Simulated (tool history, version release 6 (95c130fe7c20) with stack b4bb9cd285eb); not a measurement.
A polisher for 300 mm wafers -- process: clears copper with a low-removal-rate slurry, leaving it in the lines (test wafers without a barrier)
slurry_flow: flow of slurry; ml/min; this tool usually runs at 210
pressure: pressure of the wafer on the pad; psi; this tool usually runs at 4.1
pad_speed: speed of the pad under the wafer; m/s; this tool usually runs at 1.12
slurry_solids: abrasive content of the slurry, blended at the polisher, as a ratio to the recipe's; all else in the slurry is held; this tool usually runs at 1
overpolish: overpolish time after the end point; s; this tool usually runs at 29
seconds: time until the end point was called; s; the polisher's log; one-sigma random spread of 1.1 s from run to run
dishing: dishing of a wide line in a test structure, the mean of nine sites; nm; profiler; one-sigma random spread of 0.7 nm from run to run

run,hour,slurry_flow,pressure,pad_speed,slurry_solids,overpolish,wafers since the last listed run,wafers polished on this pad,hours since the slurry nozzle was cleaned,hours since the head pressure was calibrated,hours since the slurry blender was calibrated,"incoming thickness of the incoming film, nm",seconds,dishing
1,0,210,4.1,1.12,1,29,0,836,6.2,1336.8,374.2,617.5,121.5,63.4
# hour 5.7: worn pad replaced by a new one
2,14.3,210,4.1,1.12,1,29,82,68,20.5,1351.1,388.5,611.4,117.9,64.5
3,24.4,210,4.1,1.12,1,29,80,149,30.6,1361.2,398.6,621.9,119.2,66
4,34.9,210,4.1,1.12,1,29,83,233,41.1,1371.7,409.1,625,122.5,66
5,42.9,210,4.1,1.12,1,29,63,297,49.1,1379.7,417.1,616.9,121.3,63.9
6,55.4,210,4.1,1.12,1,29,99,397,61.6,1392.2,429.6,623.4,121.2,63.5
# hour 64.3: slurry blender recalibrated
7,66.7,210,4.1,1.12,1,29,74,471,72.9,1403.5,2.4,620.6,119.6,64.5
8,81.2,170,4.1,1.12,1,24,115,587,87.4,1418,16.9,611.7,122.4,58.6
# hour 101.3: worn pad replaced by a new one
9,101.8,210,4.1,1.12,1,20,132,3,108,1438.6,37.5,618,119.5,52.8
10,107.2,210,4.1,1.12,1,29,43,46,113.4,1444,42.9,611.2,120.6,65.2
11,115.9,210,3.4,1.12,1,13,69,116,122.1,1452.7,51.6,622.2,141.3,34.2
12,122.7,210,4.1,1.12,0.85,29,54,170,128.9,1459.5,58.4,628.6,129.5,64
13,129.8,210,4.1,1.12,1,29,56,227,136,1466.6,65.5,619.1,120.1,64
14,144.1,180,4.1,1.5,1,38,114,341,150.3,1480.9,79.8,626.8,96,78.9
15,151.2,250,4.9,1.36,1,41,56,398,157.4,1488,86.9,614.1,83.1,83.5
16,158.2,210,4.1,1.12,1,29,55,454,164.4,1495,93.9,620.4,120.7,64.4
17,171.4,235,4.1,1.24,1,23,105,560,177.6,1508.2,107.1,625,110.8,61.8
18,187.4,250,4.9,1.36,1,41,127,688,193.6,1524.2,123.1,610.2,84,83.7
# hour 197.5: head pressure recalibrated
# hour 200.6: worn pad replaced by a new one
19,201.1,255,5.1,1.12,0.7,29,68,4,207.3,3.6,136.8,609.3,106.8,69.1
20,209.9,145,4.1,0.84,1,29,70,74,216.1,12.4,145.6,611.2,165.7,53.7
21,223.7,260,4.1,1.12,1,20,110,184,229.9,26.2,159.4,616.1,116.4,53.9
22,275.5,210,4.1,1.12,1,29,414,598,281.7,78,211.2,621.1,122,64.2
23,281.9,155,4.1,1.12,1,29,51,650,288.1,84.4,217.6,615.3,126.8,62.9
24,289,210,3.3,1.12,1,29,56,706,295.2,91.5,224.7,626.4,149.6,58.1
25,303.7,210,5.3,1.12,1,42,117,824,309.9,106.2,239.4,611.1,94.8,82.8
# hour 316.6: worn pad replaced by a new one
26,320,210,5.3,1.12,1,29,98,27,326.2,122.5,255.7,615.2,95.5,73.3
27,326.4,210,3,1.12,1,18,51,78,332.6,128.9,262.1,619.1,158.5,40
28,339.1,210,4.1,1.12,1.15,29,101,180,345.3,141.6,274.8,613,115.9,66.3
29,350.2,185,4.1,1.12,1,29,88,268,356.4,152.7,285.9,621.6,124.2,63.6

Below are 3 alternative next runs, each starting from the tool's condition after run 29. Predict each:
A,350.7,210,4.1,1.12,1.25,29,3,272,356.9,153.2,286.4,616,?,?
B,350.7,270,4.7,1.24,1.15,29,3,272,356.9,153.2,286.4,616,?,?
C,350.7,210,4.9,1.12,1,29,3,272,356.9,153.2,286.4,616,?,?

run,seconds,dishing
A,113.7,68.6
B,90.7,76.2
C,103.1,72.7
Without the tool's hidden state the same runs would have given:
run,seconds,dishing
A,113.7,68.6
B,90.7,76.2
C,103.1,72.7

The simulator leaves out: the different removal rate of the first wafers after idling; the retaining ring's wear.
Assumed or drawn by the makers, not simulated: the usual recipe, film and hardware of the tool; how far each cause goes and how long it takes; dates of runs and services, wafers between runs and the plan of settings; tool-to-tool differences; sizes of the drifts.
